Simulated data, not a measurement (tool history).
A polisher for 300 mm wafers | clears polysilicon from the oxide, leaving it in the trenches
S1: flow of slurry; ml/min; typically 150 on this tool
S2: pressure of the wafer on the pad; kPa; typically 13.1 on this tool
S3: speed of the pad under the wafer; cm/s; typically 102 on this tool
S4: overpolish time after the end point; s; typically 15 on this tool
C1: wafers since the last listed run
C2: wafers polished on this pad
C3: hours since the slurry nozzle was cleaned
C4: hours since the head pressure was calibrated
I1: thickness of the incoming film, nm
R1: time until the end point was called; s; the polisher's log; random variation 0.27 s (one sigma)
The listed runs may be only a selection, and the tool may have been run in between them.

run	hour	S1	S2	S3	S4	C1	C2	C3	C4	I1	R1
1	0	150	13.1	102	15	0	662	281.9	1429.1	349.6	28.5
2	9	150	13.1	102	15	115	778	290.9	1438.1	353	29.1
3	26.5	150	13.1	102	15	224	1002	308.4	1455.6	352.4	29.2
4	42.7	150	16.5	102	15	207	1210	324.6	1471.8	352.6	23.1
# hour 52.8: worn pad replaced by a new one
5	53.3	150	16.5	102	15	84	6	335.2	1482.4	348.4	22.8
6	66.4	150	16.5	102	15	168	174	348.3	1495.5	348.5	22.8
7	82.5	150	13.1	102	15	206	381	364.4	1511.6	351.2	29.3
# hour 91.7: slurry nozzle cleaned
8	100.5	150	13.1	102	15	218	599	8.8	1529.6	349	28.3
9	115.7	115	13.1	80	15	194	794	24	1544.8	348.9	38.6
# hour 122.7: head pressure recalibrated
10	127.6	105	13.1	116	11	126	921	35.9	4.9	347.3	27
11	135	150	17.2	102	10	94	1016	43.3	12.3	351.4	22.1
# hour 153.8: worn pad replaced by a new one
12	154.3	105	9	132	23	196	5	62.6	31.6	351.2	35.9
13	160.6	150	15.2	80	15	80	86	68.9	37.9	352.7	32
14	169.7	175	13.1	102	15	116	203	78	47	356.3	28.6
15	185.2	130	9.7	92	19	198	402	93.5	62.5	346.8	44
16	198.1	130	9.7	92	19	165	567	106.4	75.4	345.2	44.1
17	205.2	150	17.2	102	10	91	658	113.5	82.5	349.1	21.9

4 ways to go on from here, each from the tool as it stands after run 17. What would each give?
A	205.6	150	13.1	102	9	5	663	113.9	82.9	352.2	?
B	205.6	150	11.7	102	23	5	663	113.9	82.9	352.2	?
C	205.6	105	13.1	102	10	5	663	113.9	82.9	352.2	?
D	205.6	200	11	102	18	5	663	113.9	82.9	352.2	?

run	R1
A	28.8
B	32.2
C	31.3
D	32.6
Had the tool no hidden state, the same runs would have come out as:
run	R1
A	28.8
B	32.2
C	31.3
D	32.6

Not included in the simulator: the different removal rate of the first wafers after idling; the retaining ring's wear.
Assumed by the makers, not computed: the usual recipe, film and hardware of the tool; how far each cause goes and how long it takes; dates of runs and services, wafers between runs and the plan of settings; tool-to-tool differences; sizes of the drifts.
